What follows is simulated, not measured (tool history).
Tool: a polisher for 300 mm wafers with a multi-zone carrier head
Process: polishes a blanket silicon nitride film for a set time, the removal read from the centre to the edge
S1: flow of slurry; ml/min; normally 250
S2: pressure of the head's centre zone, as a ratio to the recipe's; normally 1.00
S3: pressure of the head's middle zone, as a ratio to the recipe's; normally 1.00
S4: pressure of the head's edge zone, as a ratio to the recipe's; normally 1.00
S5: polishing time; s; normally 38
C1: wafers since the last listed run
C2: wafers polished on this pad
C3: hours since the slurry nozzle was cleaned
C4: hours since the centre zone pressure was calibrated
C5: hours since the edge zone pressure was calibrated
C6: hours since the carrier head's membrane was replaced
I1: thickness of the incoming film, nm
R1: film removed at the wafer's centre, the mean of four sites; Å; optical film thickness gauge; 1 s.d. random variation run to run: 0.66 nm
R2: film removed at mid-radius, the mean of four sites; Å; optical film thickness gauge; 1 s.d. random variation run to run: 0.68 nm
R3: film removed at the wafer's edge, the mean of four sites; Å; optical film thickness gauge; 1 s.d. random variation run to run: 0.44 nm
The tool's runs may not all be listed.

run 1 hour=0.0 | S1=250 S2=1.00 S3=1.00 S4=1.00 S5=38 | C1=0 C2=1270 C3=420.5 C4=43.9 C5=26.0 C6=467.6 | I1=435.0 | R1=520 R2=536 R3=527
-- hour=18.9 slurry nozzle cleaned
run 2 hour=34.0 | S1=250 S2=1.00 S3=1.00 S4=1.00 S5=38 | C1=483 C2=1753 C3=15.1 C4=77.9 C5=60.0 C6=501.6 | I1=446.1 | R1=528 R2=540 R3=529
run 3 hour=71.7 | S1=250 S2=1.00 S3=1.00 S4=1.00 S5=38 | C1=552 C2=2305 C3=52.8 C4=115.6 C5=97.7 C6=539.3 | I1=438.1 | R1=539 R2=554 R3=526
run 4 hour=108.6 | S1=200 S2=0.92 S3=1.00 S4=1.00 S5=38 | C1=540 C2=2846 C3=89.7 C4=152.5 C5=134.6 C6=576.2 | I1=438.5 | R1=484 R2=535 R3=514
run 5 hour=179.4 | S1=335 S2=1.00 S3=1.00 S4=1.05 S5=38 | C1=1036 C2=3882 C3=160.5 C4=223.3 C5=205.4 C6=647.0 | I1=439.1 | R1=566 R2=559 R3=550
-- hour=199.0 worn pad replaced by a new one
run 6 hour=246.8 | S1=250 S2=1.00 S3=1.00 S4=1.00 S5=27 | C1=928 C2=700 C3=227.9 C4=290.7 C5=272.8 C6=714.4 | I1=437.0 | R1=399 R2=388 R3=374
run 7 hour=275.1 | S1=340 S2=1.11 S3=1.10 S4=1.00 S5=44 | C1=414 C2=1114 C3=256.2 C4=319.0 C5=301.1 C6=742.7 | I1=444.1 | R1=750 R2=698 R3=617
-- hour=286.0 carrier head's membrane replaced by a new one
run 8 hour=327.5 | S1=250 S2=1.00 S3=1.00 S4=0.92 S5=44 | C1=694 C2=1808 C3=308.6 C4=371.4 C5=353.5 C6=41.5 | I1=431.4 | R1=645 R2=620 R3=593
-- hour=360.4 edge zone pressure recalibrated
run 9 hour=373.3 | S1=250 S2=1.00 S3=1.00 S4=1.00 S5=38 | C1=641 C2=2450 C3=354.4 C4=417.2 C5=12.9 C6=87.3 | I1=438.6 | R1=560 R2=559 R3=531
-- hour=376.0 slurry nozzle cleaned
run 10 hour=442.7 | S1=250 S2=1.00 S3=1.11 S4=1.00 S5=38 | C1=1001 C2=3451 C3=66.7 C4=486.6 C5=82.3 C6=156.7 | I1=441.6 | R1=574 R2=573 R3=527
-- hour=490.6 worn pad replaced by a new one
run 11 hour=508.1 | S1=250 S2=0.89 S3=0.89 S4=1.00 S5=38 | C1=899 C2=256 C3=132.1 C4=552.0 C5=147.7 C6=222.1 | I1=433.6 | R1=491 R2=496 R3=527
run 12 hour=549.3 | S1=185 S2=0.96 S3=1.00 S4=1.00 S5=31 | C1=603 C2=859 C3=173.3 C4=593.2 C5=188.9 C6=263.3 | I1=446.0 | R1=416 R2=425 R3=416
run 13 hour=591.7 | S1=250 S2=1.00 S3=1.00 S4=1.10 S5=38 | C1=620 C2=1480 C3=215.7 C4=635.6 C5=231.3 C6=305.7 | I1=446.0 | R1=576 R2=543 R3=552
-- hour=609.1 centre zone pressure recalibrated
run 14 hour=658.0 | S1=220 S2=1.06 S3=1.00 S4=1.00 S5=38 | C1=941 C2=2422 C3=282.0 C4=48.9 C5=297.6 C6=372.0 | I1=445.0 | R1=572 R2=531 R3=518
run 15 hour=724.2 | S1=340 S2=1.11 S3=1.10 S4=1.00 S5=44 | C1=969 C2=3391 C3=348.2 C4=115.1 C5=363.8 C6=438.2 | I1=440.4 | R1=716 R2=700 R3=620
-- hour=770.5 slurry nozzle cleaned
-- hour=772.4 edge zone pressure recalibrated
run 16 hour=786.7 | S1=320 S2=1.04 S3=1.05 S4=1.00 S5=29 | C1=873 C2=4265 C3=16.2 C4=177.6 C5=14.3 C6=500.7 | I1=440.8 | R1=445 R2=430 R3=408
-- hour=795.0 worn pad replaced by a new one
run 17 hour=818.8 | S1=250 S2=1.00 S3=1.00 S4=1.00 S5=38 | C1=411 C2=347 C3=48.3 C4=209.7 C5=46.4 C6=532.8 | I1=442.0 | R1=551 R2=544 R3=517
run 18 hour=878.2 | S1=285 S2=1.00 S3=1.00 S4=1.00 S5=38 | C1=869 C2=1217 C3=107.7 C4=269.1 C5=105.8 C6=592.2 | I1=439.0 | R1=569 R2=557 R3=527
run 19 hour=947.8 | S1=275 S2=1.09 S3=0.97 S4=1.00 S5=38 | C1=1019 C2=2236 C3=177.3 C4=338.7 C5=175.4 C6=661.8 | I1=441.4 | R1=616 R2=533 R3=523
run 20 hour=1004.4 | S1=160 S2=1.00 S3=0.88 S4=1.00 S5=38 | C1=828 C2=3065 C3=233.9 C4=395.3 C5=232.0 C6=718.4 | I1=435.0 | R1=515 R2=463 R3=506
-- hour=1023.3 carrier head's membrane replaced by a new one
run 21 hour=1053.6 | S1=250 S2=1.00 S3=1.05 S4=0.94 S5=38 | C1=647 C2=3713 C3=283.1 C4=444.5 C5=281.2 C6=30.3 | I1=436.1 | R1=559 R2=559 R3=506

Take each entry between the runs: how does the hidden state at the last listed run before it differ from the hidden state at the first listed run after it?
Run 1 -> run 2: slurry nozzle cleaned (hour 18.9)
  deviation of the centre zone's pressure from its setpoint, %: 1.05 -> 2.08
  measured less the result without the state, R1: +5 -> +11 Å
Run 5 -> run 6: worn pad replaced by a new one (hour 199.0)
  deviation of the centre zone's pressure from its setpoint, %: 5.07 -> 5.91
  measured less the result without the state, R1: +27 -> +23 Å
Run 7 -> run 8: carrier head's membrane replaced by a new one (hour 286.0)
  deviation of the centre zone's pressure from its setpoint, %: 6.19 -> 6.62
  measured less the result without the state, R1: +43 -> +41 Å
Run 8 -> run 9: edge zone pressure recalibrated (hour 360.4)
  deviation of the centre zone's pressure from its setpoint, %: 6.62 -> 6.93
  measured less the result without the state, R1: +41 -> +36 Å
Run 9 -> run 10: slurry nozzle cleaned (hour 376.0)
  deviation of the centre zone's pressure from its setpoint, %: 6.93 -> 7.28
  measured less the result without the state, R1: +36 -> +39 Å
Run 10 -> run 11: worn pad replaced by a new one (hour 490.6)
  deviation of the centre zone's pressure from its setpoint, %: 7.28 -> 7.53
  measured less the result without the state, R1: +39 -> +35 Å
Run 13 -> run 14: centre zone pressure recalibrated (hour 609.1)
  deviation of the centre zone's pressure from its setpoint, %: 7.75 -> 1.95
  measured less the result without the state, R1: +42 -> +11 Å
Run 15 -> run 16: slurry nozzle cleaned (hour 770.5); edge zone pressure recalibrated (hour 772.4)
  deviation of the centre zone's pressure from its setpoint, %: 3.78 -> 5.07
  measured less the result without the state, R1: +26 -> +21 Å
Run 16 -> run 17: worn pad replaced by a new one (hour 795.0)
  deviation of the centre zone's pressure from its setpoint, %: 5.07 -> 5.6
  measured less the result without the state, R1: +21 -> +30 Å
Run 20 -> run 21: carrier head's membrane replaced by a new one (hour 1023.3)
  deviation of the centre zone's pressure from its setpoint, %: 7.53 -> 7.82
  measured less the result without the state, R1: +36 -> +41 Å

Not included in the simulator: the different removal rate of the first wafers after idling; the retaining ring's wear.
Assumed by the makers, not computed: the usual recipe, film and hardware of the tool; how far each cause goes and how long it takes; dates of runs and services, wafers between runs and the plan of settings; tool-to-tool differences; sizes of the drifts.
